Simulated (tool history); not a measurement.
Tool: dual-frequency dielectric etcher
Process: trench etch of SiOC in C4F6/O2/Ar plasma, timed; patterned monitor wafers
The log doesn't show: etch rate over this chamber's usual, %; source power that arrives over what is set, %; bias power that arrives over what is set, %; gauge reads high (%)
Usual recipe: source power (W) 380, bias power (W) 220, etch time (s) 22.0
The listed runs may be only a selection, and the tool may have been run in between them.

run   hour  source power (W)  bias power (W)  etch time (s)  wafers since the last listed run  hours since the last wet clean  hours since the last source power generator calibration  hours since the last bias power generator calibration  hours since the last upper electrode change  hours since the gauge calibration  read-back reference wafer on the same gauge, depth_nm  mean etch depth across the wafer (Å)
  1    0.0               380             220           22.0                                 0                           239.0                                                   4934.7                                                 3704.2                                       3616.9                              100.0                                                  42.99                                 462.0
  2   35.4               440             179           22.0                               353                           274.4                                                   4970.1                                                 3739.6                                       3652.3                              135.4                                                  43.01                                 439.6
  3   63.1               410             220           22.0                               276                           302.1                                                   4997.8                                                 3767.3                                       3680.0                              163.1                                                  43.07                                 474.7
  4   94.3               410             220           22.0                               311                           333.3                                                   5029.0                                                 3798.5                                       3711.2                              194.3                                                  42.99                                 474.0
  5  115.0               410             220           22.0                               206                           354.0                                                   5049.7                                                 3819.2                                       3731.9                              215.0                                                  42.98                                 473.1
  6  146.5               380             220           22.0                               314                           385.5                                                   5081.2                                                 3850.7                                       3763.4                              246.5                                                  43.02                                 457.8
     221.9  -- bias power generator calibrated
  7  227.8               380             220           22.0                               772                           466.8                                                   5162.5                                                    5.9                                       3844.7                              327.8                                                  43.03                                 458.2
     267.8  -- upper electrode replaced
  8  268.3               380             255           22.0                               164                           507.3                                                   5203.0                                                   46.4                                          0.5                              368.3                                                  42.98                                 492.5
  9  281.4               340             206           22.0                               130                           520.4                                                   5216.1                                                   59.5                                         13.6                              381.4                                                  43.03                                 421.6
     313.4  -- source power generator calibrated
     318.3  -- wet clean of the chamber
 10  318.8               320             196           24.0                               284                             0.5                                                      5.4                                                   96.9                                         51.0                              418.8                                                  43.00                                 447.8
 11  324.7               380             205           22.0                                58                             6.4                                                     11.3                                                  102.8                                         56.9                              424.7                                                  43.01                                 450.3
     336.5  -- gauge calibrated
 12  344.6               380             258           15.5                               198                            26.3                                                     31.2                                                  122.7                                         76.8                                8.1                                                  43.00                                 356.5
 13  371.8               380             236           26.0                               271                            53.5                                                     58.4                                                  149.9                                        104.0                               35.3                                                  42.97                                 572.9
 14  452.6               380             220           22.0                               807                           134.3                                                    139.2                                                  230.7                                        184.8                              116.1                                                  43.09                                 467.6

Consider 5 possible next runs. They are alternatives, not a sequence: every one starts from the tool as it was left by run 14. What does each give?
  A  453.0               380             220           22.0                                 3                           134.7                                                    139.6                                                  231.1                                        185.2                              116.5                                                      ?                                     ?
  B  453.0               380             181           22.0                                 3                           134.7                                                    139.6                                                  231.1                                        185.2                              116.5                                                      ?                                     ?
  C  453.0               440             190           25.0                                 3                           134.7                                                    139.6                                                  231.1                                        185.2                              116.5                                                      ?                                     ?
  D  453.0               380             239           17.5                                 3                           134.7                                                    139.6                                                  231.1                                        185.2                              116.5                                                      ?                                     ?
  E  453.0               430             245           22.0                                 3                           134.7                                                    139.6                                                  231.1                                        185.2                              116.5                                                      ?                                     ?

run  read-back reference wafer on the same gauge, depth_nm  mean etch depth across the wafer (Å)
  A                                                  42.99                                 466.2
  B                                                  42.99                                 422.1
  C                                                  42.99                                 522.9
  D                                                  42.99                                 386.3
  E                                                  42.99                                 517.0
With the hidden condition removed and each run's random variation left untouched, the same runs would have given:
run  mean etch depth across the wafer (Å)
  A                                 466.1
  B                                 422.0
  C                                 522.8
  D                                 386.2
  E                                 516.9

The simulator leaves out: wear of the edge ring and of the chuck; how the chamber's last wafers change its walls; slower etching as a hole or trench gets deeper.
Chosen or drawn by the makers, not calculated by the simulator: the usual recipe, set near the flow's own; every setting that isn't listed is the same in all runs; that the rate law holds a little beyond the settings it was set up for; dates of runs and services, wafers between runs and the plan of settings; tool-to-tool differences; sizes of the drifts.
